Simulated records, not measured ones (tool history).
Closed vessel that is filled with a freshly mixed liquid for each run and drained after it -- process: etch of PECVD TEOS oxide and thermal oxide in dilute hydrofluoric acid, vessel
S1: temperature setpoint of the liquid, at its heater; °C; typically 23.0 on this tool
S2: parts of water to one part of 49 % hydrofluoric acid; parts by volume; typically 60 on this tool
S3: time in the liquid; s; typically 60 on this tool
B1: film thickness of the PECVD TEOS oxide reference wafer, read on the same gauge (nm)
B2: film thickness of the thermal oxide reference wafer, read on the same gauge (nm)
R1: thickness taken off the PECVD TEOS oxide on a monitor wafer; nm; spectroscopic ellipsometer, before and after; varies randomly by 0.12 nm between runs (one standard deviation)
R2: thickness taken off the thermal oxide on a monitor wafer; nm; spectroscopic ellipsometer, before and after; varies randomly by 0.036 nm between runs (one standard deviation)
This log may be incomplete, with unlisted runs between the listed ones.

| run | hour | S1 | S2 | S3 | B1 | B2 | R1 | R2 |
|---|---|---|---|---|---|---|---|---|
| 1 | 0.0 | 23.0 | 60 | 60 | 150.01 | 60.004 | 23.32 | 4.728 |
| 2 | 68.6 | 23.0 | 60 | 60 | 150.01 | 60.031 | 23.26 | 4.682 |
| 3 | 96.3 | 23.0 | 60 | 60 | 150.00 | 59.983 | 23.12 | 4.681 |
| 4 | 166.2 | 23.0 | 60 | 60 | 150.00 | 59.995 | 22.94 | 4.637 |
| 5 | 206.6 | 23.0 | 60 | 60 | 150.00 | 59.998 | 22.99 | 4.651 |
| 6 | 262.3 | 23.0 | 60 | 60 | 150.01 | 59.995 | 22.64 | 4.583 |
| 7 | 290.3 | 23.0 | 60 | 60 | 150.00 | 60.016 | 22.87 | 4.571 |
| 8 | 328.1 | 27.0 | 60 | 75 | 150.02 | 59.965 | 33.56 | 6.720 |
| 9 | 357.9 | 23.0 | 60 | 60 | 150.00 | 60.000 | 22.61 | 4.559 |
| 10 | 427.2 | 27.5 | 75 | 95 | 150.02 | 60.014 | 33.66 | 6.713 |
| 11 | 493.5 | 23.0 | 60 | 50 | 149.99 | 60.051 | 18.75 | 3.749 |
| 12 | 563.6 | 25.5 | 60 | 60 | 149.99 | 60.021 | 26.94 | 5.351 |
| 13 | 616.7 | 23.0 | 60 | 60 | 150.01 | 60.013 | 24.22 | 4.842 |
| 14 | 677.2 | 21.5 | 45 | 85 | 150.01 | 60.033 | 43.96 | 8.848 |
| 15 | 744.1 | 23.0 | 60 | 85 | 150.00 | 59.983 | 34.15 | 6.817 |
| 16 | 777.3 | 25.5 | 60 | 60 | 150.00 | 59.950 | 26.52 | 5.409 |

Removed from this log: 3 entries logged between the listed runs. Between which two listed runs does each belong, and how does the tool's hidden state at the listed run before it compare with that at the listed run after it?
Run 11 -> run 12: thermometer replaced (hour 522.1); hydrofluoric acid flow meter replaced (hour 553.1)
  hydrofluoric acid flow below the setpoint (%): 7.32 -> 0.108
  measured value less the no-hidden-state value, R1: -1.60 -> -0.03 nm; R2: -0.321 -> -0.005 nm
Run 12 -> run 13: gauge calibrated (hour 575.5)
  hydrofluoric acid flow below the setpoint (%): 0.108 -> 0.477
  measured value less the no-hidden-state value, R1: -0.03 -> -0.12 nm; R2: -0.005 -> -0.025 nm
